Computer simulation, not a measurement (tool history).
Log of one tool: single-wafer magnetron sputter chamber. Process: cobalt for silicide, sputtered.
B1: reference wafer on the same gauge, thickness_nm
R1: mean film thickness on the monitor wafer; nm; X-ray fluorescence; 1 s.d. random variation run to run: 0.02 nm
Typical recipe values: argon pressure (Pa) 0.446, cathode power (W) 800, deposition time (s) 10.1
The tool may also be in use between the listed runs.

{"run": 1, "hour": 0.0, "argon pressure (Pa)": 0.446, "cathode power (W)": 800, "deposition time (s)": 10.1, "B1": 4.494, "R1": 3.907}
{"run": 2, "hour": 63.6, "argon pressure (Pa)": 0.446, "cathode power (W)": 800, "deposition time (s)": 10.1, "B1": 4.5, "R1": 3.93}
{"run": 3, "hour": 138.2, "argon pressure (Pa)": 0.446, "cathode power (W)": 800, "deposition time (s)": 10.1, "B1": 4.501, "R1": 3.907}
{"run": 4, "hour": 182.7, "argon pressure (Pa)": 0.552, "cathode power (W)": 950, "deposition time (s)": 10.1, "B1": 4.495, "R1": 4.318}
{"run": 5, "hour": 214.6, "argon pressure (Pa)": 0.446, "cathode power (W)": 800, "deposition time (s)": 11.7, "B1": 4.501, "R1": 4.517}
{"run": 6, "hour": 254.6, "argon pressure (Pa)": 0.446, "cathode power (W)": 800, "deposition time (s)": 11.7, "B1": 4.5, "R1": 4.539}
{"run": 7, "hour": 325.3, "argon pressure (Pa)": 0.446, "cathode power (W)": 800, "deposition time (s)": 10.1, "B1": 4.504, "R1": 3.893}
{"run": 8, "hour": 388.2, "argon pressure (Pa)": 0.446, "cathode power (W)": 800, "deposition time (s)": 10.1, "B1": 4.505, "R1": 4.202}
{"run": 9, "hour": 429.6, "argon pressure (Pa)": 0.446, "cathode power (W)": 800, "deposition time (s)": 10.1, "B1": 4.495, "R1": 4.21}
{"run": 10, "hour": 484.3, "argon pressure (Pa)": 0.446, "cathode power (W)": 800, "deposition time (s)": 10.1, "B1": 4.511, "R1": 4.199}
{"run": 11, "hour": 540.0, "argon pressure (Pa)": 0.621, "cathode power (W)": 650, "deposition time (s)": 10.1, "B1": 4.499, "R1": 2.914}
{"run": 12, "hour": 608.6, "argon pressure (Pa)": 0.446, "cathode power (W)": 800, "deposition time (s)": 11.9, "B1": 4.494, "R1": 4.661}
{"run": 13, "hour": 669.5, "argon pressure (Pa)": 0.512, "cathode power (W)": 700, "deposition time (s)": 9.4, "B1": 4.491, "R1": 3.114}
{"run": 14, "hour": 721.5, "argon pressure (Pa)": 0.446, "cathode power (W)": 950, "deposition time (s)": 10.1, "B1": 4.499, "R1": 4.71}
{"run": 15, "hour": 788.4, "argon pressure (Pa)": 0.446, "cathode power (W)": 800, "deposition time (s)": 10.1, "B1": 4.516, "R1": 3.907}
{"run": 16, "hour": 855.1, "argon pressure (Pa)": 0.271, "cathode power (W)": 700, "deposition time (s)": 8.7, "B1": 4.504, "R1": 3.316}
{"run": 17, "hour": 906.4, "argon pressure (Pa)": 0.567, "cathode power (W)": 800, "deposition time (s)": 11.3, "B1": 4.502, "R1": 4.119}
{"run": 18, "hour": 965.5, "argon pressure (Pa)": 0.446, "cathode power (W)": 800, "deposition time (s)": 10.1, "B1": 4.502, "R1": 3.943}
{"run": 19, "hour": 1005.6, "argon pressure (Pa)": 0.61, "cathode power (W)": 650, "deposition time (s)": 10.1, "B1": 4.509, "R1": 2.915}
{"run": 20, "hour": 1071.2, "argon pressure (Pa)": 0.598, "cathode power (W)": 1000, "deposition time (s)": 11.7, "B1": 4.49, "R1": 5.18}

Between the runs listed above, the log contained 9 entries, not reproduced here. Where in the sequence does each belong, and how does what the log doesn't record of the tool's condition differ from the listed run before to the listed run after?
From run 2 to run 3: sputter target and shields replaced (hour 137.7)
  true argon pressure above the setpoint (%): 9.88 -> 10
  what was measured, less what the result would be without the hidden state, R1: -0.092 -> -0.092 nm
From run 7 to run 8: sputter target and shields replaced (hour 347.1); capacitance manometer re-zeroed and calibrated (hour 360.6); magnet pack replaced (hour 387.7)
  true argon pressure above the setpoint (%): 10.2 -> -19.1
  what was measured, less what the result would be without the hidden state, R1: -0.094 -> +0.185 nm
From run 10 to run 11: capacitance manometer re-zeroed and calibrated, repeated, since the last time left the tool worse (hour 493.1); sputter target and shields replaced (hour 539.5)
  true argon pressure above the setpoint (%): -17.7 -> 2.68
  what was measured, less what the result would be without the hidden state, R1: +0.171 -> -0.029 nm
From run 11 to run 12: gauge calibrated (hour 555.4)
  true argon pressure above the setpoint (%): 2.68 -> 3.68
  what was measured, less what the result would be without the hidden state, R1: -0.029 -> -0.041 nm
From run 14 to run 15: sputter target and shields replaced (hour 744.9)
  true argon pressure above the setpoint (%): 5.1 -> 5.83
  what was measured, less what the result would be without the hidden state, R1: -0.056 -> -0.054 nm
From run 17 to run 18: sputter target and shields replaced (hour 928.5)
  true argon pressure above the setpoint (%): 6.94 -> 7.42
  what was measured, less what the result would be without the hidden state, R1: -0.096 -> -0.069 nm
